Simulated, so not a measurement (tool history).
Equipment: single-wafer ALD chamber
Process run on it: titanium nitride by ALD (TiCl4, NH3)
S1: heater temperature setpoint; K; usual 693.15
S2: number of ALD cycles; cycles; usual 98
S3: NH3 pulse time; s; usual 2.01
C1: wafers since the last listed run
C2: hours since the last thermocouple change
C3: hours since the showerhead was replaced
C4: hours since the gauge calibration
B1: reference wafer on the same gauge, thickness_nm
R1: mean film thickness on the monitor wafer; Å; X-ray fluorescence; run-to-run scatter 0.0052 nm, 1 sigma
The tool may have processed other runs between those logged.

run      day      S1   S2    S3   C1      C2      C3      C4     B1     R1
  1    0.000  698.15   98  2.01    0  1884.6  1485.6  1487.5  2.199  20.67
       0.621  -- thermocouple changed; heater temperature recalibrated
  2    3.175  698.15   98  2.01  103    61.3  1561.8  1563.7  2.201  20.64
  3    5.558  698.15   98  2.01   86   118.5  1619.0  1620.9  2.199  20.67
  4    8.746  693.15   98  2.01  116   195.0  1695.5  1697.4  2.199  20.69
  5   11.708  693.15   98  2.01  108   266.1  1766.6  1768.5  2.198  20.73
  6   16.083  693.15   98  2.01  159   371.1  1871.6  1873.5  2.199  20.63
  7   18.988  693.15   98  2.01  106   440.8  1941.3  1943.2  2.201  20.64
  8   20.721  693.15   98  2.01   63   482.4  1982.9  1984.8  2.200  20.63
  9   23.750  693.15   98  2.01  110   555.1  2055.6  2057.5  2.200  20.71
 10   26.979  693.15   98  2.01  117   632.6  2133.1  2135.0  2.200  20.58
 11   30.150  693.15   98  2.01  115   708.7  2209.2  2211.1  2.202  20.66
 12   32.242  693.15   98  2.60   76   758.9  2259.4  2261.3  2.200  20.83
 13   36.312  693.15   98  2.60  148   856.6  2357.1  2359.0  2.201  20.80
 14   39.175  693.15   98  2.01  104   925.3  2425.8  2427.7  2.199  20.72
 15   42.704  693.15   98  2.01  128  1010.0  2510.5  2512.4  2.201  20.71
 16   46.188  693.15   98  2.01  127  1093.6  2594.1  2596.0  2.201  20.62
 17   48.425  697.15   98  2.44   81  1147.3  2647.8  2649.7  2.199  20.82
 18   54.738  697.15   98  2.44  230  1298.8  2799.3  2801.2  2.201  20.78
 19   60.846  697.15   98  2.44  222  1445.4  2945.9  2947.8  2.200  20.75
      61.596  -- showerhead replaced
 20   62.971  693.15   93  2.01   65  1496.4    33.0  2998.8  2.199  19.56
 21   67.008  686.15  116  2.71  147  1593.3   129.9  3095.7  2.201  24.65
 22   70.271  693.15   98  2.01  119  1671.6   208.2  3174.0  2.199  20.74
      71.254  -- thermocouple changed; heater temperature recalibrated
 23   74.667  693.15   98  2.01  148    81.9   313.7  3279.5  2.201  20.68
 24   76.917  703.15   98  2.01   82   135.9   367.7  3333.5  2.197  20.70
      80.958  -- gauge calibrated
 25   82.158  679.15  114  2.42  191   261.7   493.5    28.8  2.200  24.08
 26   84.129  693.15   92  2.44   71   309.0   540.8    76.1  2.200  19.57
 27   86.658  698.15  106  1.61   92   369.7   601.5   136.8  2.200  22.10
 28   90.275  693.15   80  2.45  132   456.5   688.3   223.6  2.200  16.97
 29   94.396  685.15   98  2.71  150   555.4   787.2   322.5  2.199  20.90
 30  100.871  693.15   86  2.01  236   710.8   942.6   477.9  2.199  18.09
 31  105.296  701.15  116  2.01  161   817.0  1048.8   584.1  2.199  24.54
 32  108.908  707.15  104  1.69  131   903.7  1135.5   670.8  2.200  21.71
 33  113.329  702.15   98  1.61  161  1009.8  1241.6   776.9  2.199  20.47
 34  116.008  693.15   98  2.01   97  1074.1  1305.9   841.2  2.199  20.71
 35  118.308  693.15   98  2.41   83  1129.3  1361.1   896.4  2.201  20.74
 36  121.767  693.15  111  2.01  126  1212.3  1444.1   979.4  2.201  23.43
 37  125.854  693.15   98  2.01  149  1310.4  1542.2  1077.5  2.201  20.61
 38  130.150  693.15   98  2.57  156  1413.5  1645.3  1180.6  2.198  20.81
     133.942  -- thermocouple changed; heater temperature recalibrated
 39  134.288  702.15  112  1.71  138     8.3  1744.6  1279.9  2.199  23.58
 40  138.462  693.15   88  2.01  152   108.5  1844.8  1380.1  2.201  18.55

What differs in the tool's unlogged condition from the final listed run ahead of each entry between runs to the first listed run following it?
Logged between run 1 and run 2: thermocouple changed; heater temperature recalibrated (day 0.621)
  nothing in the hidden state changes from one run to the other
Logged between run 19 and run 20: showerhead replaced (day 61.596)
  nothing in the hidden state changes from one run to the other
Logged between run 22 and run 23: thermocouple changed; heater temperature recalibrated (day 71.254)
  nothing in the hidden state changes from one run to the other
Logged between run 24 and run 25: gauge calibrated (day 80.958)
  nothing in the hidden state changes from one run to the other
Logged between run 38 and run 39: thermocouple changed; heater temperature recalibrated (day 133.942)
  nothing in the hidden state changes from one run to the other

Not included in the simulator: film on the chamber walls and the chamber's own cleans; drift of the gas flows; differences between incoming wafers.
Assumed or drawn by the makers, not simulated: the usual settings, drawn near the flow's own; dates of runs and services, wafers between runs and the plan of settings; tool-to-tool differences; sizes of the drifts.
